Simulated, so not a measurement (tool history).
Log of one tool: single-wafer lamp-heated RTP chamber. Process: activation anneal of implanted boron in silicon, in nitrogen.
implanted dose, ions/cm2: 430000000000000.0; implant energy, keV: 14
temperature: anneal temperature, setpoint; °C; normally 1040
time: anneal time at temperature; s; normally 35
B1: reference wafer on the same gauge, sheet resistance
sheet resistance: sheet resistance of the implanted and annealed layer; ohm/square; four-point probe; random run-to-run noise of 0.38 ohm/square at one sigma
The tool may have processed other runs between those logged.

Run 1, hour 0.0: usual settings; B1 221.08. Result: sheet resistance 250.83 ohm/square.
Run 2, hour 11.1: usual settings; B1 221.02. Result: sheet resistance 251.31 ohm/square.
Run 3, hour 22.8: usual settings; B1 221.02. Result: sheet resistance 252.01 ohm/square.
Run 4, hour 39.2: usual settings; B1 221.01. Result: sheet resistance 251.78 ohm/square.
Run 5, hour 47.3: usual settings; B1 220.94. Result: sheet resistance 250.92 ohm/square.
Run 6, hour 53.9: usual settings; B1 221.00. Result: sheet resistance 251.14 ohm/square.
Run 7, hour 69.5: usual settings; B1 221.06. Result: sheet resistance 251.24 ohm/square.
Run 8, hour 83.4: usual settings; B1 221.05. Result: sheet resistance 251.37 ohm/square.
At hour 93.8: pyrometer window cleaned and pyrometer calibrated.
Run 9, hour 94.9: usual settings; B1 220.98. Result: sheet resistance 251.75 ohm/square.
Run 10, hour 104.7: usual settings; B1 221.08. Result: sheet resistance 251.46 ohm/square.
Run 11, hour 112.3: usual settings; B1 221.05. Result: sheet resistance 251.26 ohm/square.
Run 12, hour 126.9: usual settings but temperature 1030 °C; B1 220.99. Result: sheet resistance 252.51 ohm/square.
Run 13, hour 140.3: usual settings but temperature 1056 °C; B1 220.99. Result: sheet resistance 250.03 ohm/square.
Run 14, hour 191.6: usual settings but temperature 1015 °C, time 15 s; B1 221.03. Result: sheet resistance 256.00 ohm/square.
Run 15, hour 207.8: usual settings; B1 220.94. Result: sheet resistance 251.74 ohm/square.
Run 16, hour 214.2: usual settings; B1 220.89. Result: sheet resistance 251.53 ohm/square.
Run 17, hour 229.8: usual settings; B1 221.10. Result: sheet resistance 251.52 ohm/square.
Run 18, hour 242.2: usual settings; B1 221.05. Result: sheet resistance 251.49 ohm/square.
Run 19, hour 252.5: usual settings; B1 220.96. Result: sheet resistance 250.84 ohm/square.
Run 20, hour 262.1: usual settings but temperature 1018 °C, time 25 s; B1 220.92. Result: sheet resistance 254.48 ohm/square.
Run 21, hour 276.4: usual settings but temperature 1060 °C, time 51 s; B1 221.04. Result: sheet resistance 247.74 ohm/square.
Run 22, hour 288.7: usual settings but temperature 1025 °C, time 29 s; B1 221.06. Result: sheet resistance 253.82 ohm/square.
Run 23, hour 301.2: usual settings but temperature 1067 °C, time 49 s; B1 220.97. Result: sheet resistance 247.49 ohm/square.
Run 24, hour 313.2: usual settings; B1 221.00. Result: sheet resistance 251.96 ohm/square.
At hour 327.9: reflector plate cleaned.
Run 25, hour 330.4: usual settings but temperature 1054 °C, time 22 s; B1 220.93. Result: sheet resistance 251.96 ohm/square.
Run 26, hour 339.6: usual settings but time 29 s; B1 220.96. Result: sheet resistance 251.93 ohm/square.
Run 27, hour 378.6: usual settings but temperature 1058 °C, time 55 s; B1 221.01. Result: sheet resistance 247.98 ohm/square.
Run 28, hour 388.5: usual settings but temperature 1023 °C; B1 221.06. Result: sheet resistance 253.21 ohm/square.
At hour 392.7: gauge calibrated.
Run 29, hour 400.0: usual settings; B1 221.01. Result: sheet resistance 251.06 ohm/square.
Run 30, hour 409.2: usual settings but temperature 1051 °C, time 15 s; B1 221.03. Result: sheet resistance 252.68 ohm/square.
Run 31, hour 424.1: usual settings; B1 220.88. Result: sheet resistance 251.56 ohm/square.
Run 32, hour 436.9: usual settings; B1 220.96. Result: sheet resistance 251.73 ohm/square.
Run 33, hour 448.4: usual settings; B1 220.99. Result: sheet resistance 252.01 ohm/square.
Run 34, hour 464.0: usual settings but temperature 1064 °C, time 17 s; B1 220.95. Result: sheet resistance 252.10 ohm/square.
Run 35, hour 478.9: usual settings but temperature 1028 °C; B1 221.01. Result: sheet resistance 252.10 ohm/square.
Run 36, hour 527.1: usual settings but temperature 1019 °C, time 40 s; B1 221.07. Result: sheet resistance 253.03 ohm/square.
Run 37, hour 536.0: usual settings but temperature 1056 °C, time 24 s; B1 221.03. Result: sheet resistance 252.15 ohm/square.

What was the tool's hidden state at every run in the log?
true wafer temperature minus pyrometer reading, K: 0 across all the runs
wafer temperature error from the tarnished reflector plate, K: 0 across all the runs
gauge reads high (%): 0 across all the runs
